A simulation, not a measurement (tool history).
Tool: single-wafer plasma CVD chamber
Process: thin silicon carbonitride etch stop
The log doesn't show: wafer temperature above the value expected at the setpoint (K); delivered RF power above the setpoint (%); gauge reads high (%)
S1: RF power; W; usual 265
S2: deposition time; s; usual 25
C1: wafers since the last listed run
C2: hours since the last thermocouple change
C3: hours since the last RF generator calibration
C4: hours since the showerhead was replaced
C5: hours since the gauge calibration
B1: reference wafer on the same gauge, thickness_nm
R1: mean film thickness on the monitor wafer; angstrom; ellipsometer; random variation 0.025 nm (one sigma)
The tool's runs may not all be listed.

run   hour   S1    S2    C1      C2      C3      C4     C5      B1      R1
  1      0  265  27.4     0   782.8  1254.7  5224.6    168  18.809  181.84
  2   29.1  265    25   761   811.9  1283.8  5253.7  197.1  18.795   165.8
  3   59.5  265    25   795   842.3  1314.2  5284.1  227.5  18.802  165.67
  4  108.5  265    25  1282   891.3  1363.2  5333.1  276.5  18.795  165.49
  5  148.1  265    25  1036   930.9  1402.8  5372.7  316.1  18.805  165.63
  6  193.6  265    25  1191   976.4  1448.3  5418.2  361.6  18.802  165.22
  7  253.9  265    25  1578  1036.7  1508.6  5478.5  421.9  18.805   165.3
       300  -- thermocouple changed; heater temperature recalibrated
  8  310.3  265    25  1266    10.3    1565  5534.9  478.3  18.803  165.47
     351.6  -- showerhead replaced, of another model than before
  9  486.7  265    25  4408   186.7  1741.4   135.1  654.7  18.806  165.81
     495.1  -- RF generator calibrated
 10  530.6  230  22.1   939   230.6    35.5     179  698.6  18.798  144.92
     556.6  -- gauge calibrated
 11  600.2  235    22  1821   300.2   105.1   248.6   43.6  18.793  144.47

Forecast run 12:
 12  630.8  215  27  801  330.8  135.7  279.2  74.2   ?   ?

B1: 18.796
R1: 174.63 angstrom
Without the tool's hidden state the same run would have given R1 175.09 angstrom.
